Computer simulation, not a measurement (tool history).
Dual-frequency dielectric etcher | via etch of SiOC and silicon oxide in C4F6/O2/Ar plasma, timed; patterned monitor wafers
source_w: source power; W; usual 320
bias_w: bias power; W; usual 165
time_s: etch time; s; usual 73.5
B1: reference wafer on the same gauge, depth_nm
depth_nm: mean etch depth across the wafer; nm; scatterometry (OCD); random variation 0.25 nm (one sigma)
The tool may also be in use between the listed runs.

{"run": 1, "day": 0.0, "source_w": 320, "bias_w": 165, "time_s": 73.5, "B1": 82.6, "depth_nm": 71}
{"run": 2, "day": 1.75, "source_w": 320, "bias_w": 165, "time_s": 73.5, "B1": 82.7, "depth_nm": 71.2}
{"run": 3, "day": 3.433, "source_w": 320, "bias_w": 165, "time_s": 73.5, "B1": 82.5, "depth_nm": 70.8}
{"run": 4, "day": 5.483, "source_w": 320, "bias_w": 165, "time_s": 73.5, "B1": 82.6, "depth_nm": 71.1}
{"run": 5, "day": 7.488, "source_w": 320, "bias_w": 154, "time_s": 73.5, "B1": 82.6, "depth_nm": 69.8}
{"day": 9.075, "done": "wet clean of the chamber"}
{"run": 6, "day": 9.096, "source_w": 320, "bias_w": 154, "time_s": 73.5, "B1": 82.7, "depth_nm": 69.8}
{"run": 7, "day": 10.246, "source_w": 260, "bias_w": 165, "time_s": 73.5, "B1": 82.6, "depth_nm": 61.6}
{"run": 8, "day": 12.4, "source_w": 260, "bias_w": 165, "time_s": 73.5, "B1": 82.6, "depth_nm": 62.4}
{"day": 14.329, "done": "bias power generator calibrated"}
{"day": 14.733, "done": "gauge calibrated"}
{"day": 14.762, "done": "upper electrode replaced"}
{"run": 9, "day": 14.867, "source_w": 360, "bias_w": 165, "time_s": 73.5, "B1": 82.6, "depth_nm": 76.2}
{"run": 10, "day": 16.575, "source_w": 350, "bias_w": 165, "time_s": 64, "B1": 82.6, "depth_nm": 65.6}
{"run": 11, "day": 18.492, "source_w": 320, "bias_w": 165, "time_s": 73.5, "B1": 82.5, "depth_nm": 70.7}
{"run": 12, "day": 19.496, "source_w": 280, "bias_w": 165, "time_s": 80, "B1": 82.5, "depth_nm": 71}
{"run": 13, "day": 21.679, "source_w": 320, "bias_w": 165, "time_s": 73.5, "B1": 82.6, "depth_nm": 71.2}
{"run": 14, "day": 22.962, "source_w": 320, "bias_w": 179, "time_s": 91, "B1": 82.6, "depth_nm": 89.7}
{"day": 25.9, "done": "wet clean of the chamber"}
{"run": 15, "day": 25.921, "source_w": 320, "bias_w": 165, "time_s": 55, "B1": 82.6, "depth_nm": 53.3}
{"day": 26.804, "done": "source power generator calibrated"}
{"run": 16, "day": 27.538, "source_w": 320, "bias_w": 154, "time_s": 73.5, "B1": 82.6, "depth_nm": 69.5}
{"run": 17, "day": 29.204, "source_w": 320, "bias_w": 165, "time_s": 73.5, "B1": 82.5, "depth_nm": 71.3}
{"run": 18, "day": 30.638, "source_w": 250, "bias_w": 165, "time_s": 73.5, "B1": 82.6, "depth_nm": 60.5}
{"run": 19, "day": 33.183, "source_w": 360, "bias_w": 126, "time_s": 82, "B1": 82.6, "depth_nm": 79.5}
{"run": 20, "day": 34.5, "source_w": 320, "bias_w": 165, "time_s": 73.5, "B1": 82.5, "depth_nm": 70.8}
{"run": 21, "day": 37.096, "source_w": 350, "bias_w": 165, "time_s": 80, "B1": 82.7, "depth_nm": 82.1}
{"run": 22, "day": 39.075, "source_w": 360, "bias_w": 165, "time_s": 73.5, "B1": 82.5, "depth_nm": 75.9}
{"run": 23, "day": 40.579, "source_w": 260, "bias_w": 191, "time_s": 73.5, "B1": 82.6, "depth_nm": 64.7}
{"run": 24, "day": 42.654, "source_w": 360, "bias_w": 177, "time_s": 55, "B1": 82.7, "depth_nm": 58.3}
{"day": 46.317, "done": "wet clean of the chamber"}
{"run": 25, "day": 47.367, "source_w": 320, "bias_w": 165, "time_s": 92.5, "B1": 82.6, "depth_nm": 89.5}
{"run": 26, "day": 48.892, "source_w": 400, "bias_w": 190, "time_s": 90, "B1": 82.5, "depth_nm": 102.9}
{"run": 27, "day": 50.533, "source_w": 320, "bias_w": 165, "time_s": 73.5, "B1": 82.6, "depth_nm": 71.4}
{"run": 28, "day": 52.825, "source_w": 320, "bias_w": 165, "time_s": 73.5, "B1": 82.7, "depth_nm": 71.3}
{"run": 29, "day": 54.7, "source_w": 270, "bias_w": 145, "time_s": 73.5, "B1": 82.6, "depth_nm": 61.3}
{"run": 30, "day": 56.071, "source_w": 380, "bias_w": 185, "time_s": 58, "B1": 82.6, "depth_nm": 64.3}

4 ways to go on from here, each from the tool as it stands after run 30. What would each give?
{"run": "A", "day": 56.088, "source_w": 320, "bias_w": 197, "time_s": 73.5, "B1": "?", "depth_nm": "?"}
{"run": "B", "day": 56.088, "source_w": 320, "bias_w": 140, "time_s": 54.5, "B1": "?", "depth_nm": "?"}
{"run": "C", "day": 56.088, "source_w": 340, "bias_w": 144, "time_s": 62.5, "B1": "?", "depth_nm": "?"}
{"run": "D", "day": 56.088, "source_w": 320, "bias_w": 187, "time_s": 73.5, "B1": "?", "depth_nm": "?"}

run=A B1=82.6 depth_nm=74.9
run=B B1=82.6 depth_nm=50.7
run=C B1=82.6 depth_nm=60.7
run=D B1=82.6 depth_nm=73.8
Without the tool's hidden state the same runs would have given:
run=A depth_nm=74.9
run=B depth_nm=50.7
run=C depth_nm=60.7
run=D depth_nm=73.8

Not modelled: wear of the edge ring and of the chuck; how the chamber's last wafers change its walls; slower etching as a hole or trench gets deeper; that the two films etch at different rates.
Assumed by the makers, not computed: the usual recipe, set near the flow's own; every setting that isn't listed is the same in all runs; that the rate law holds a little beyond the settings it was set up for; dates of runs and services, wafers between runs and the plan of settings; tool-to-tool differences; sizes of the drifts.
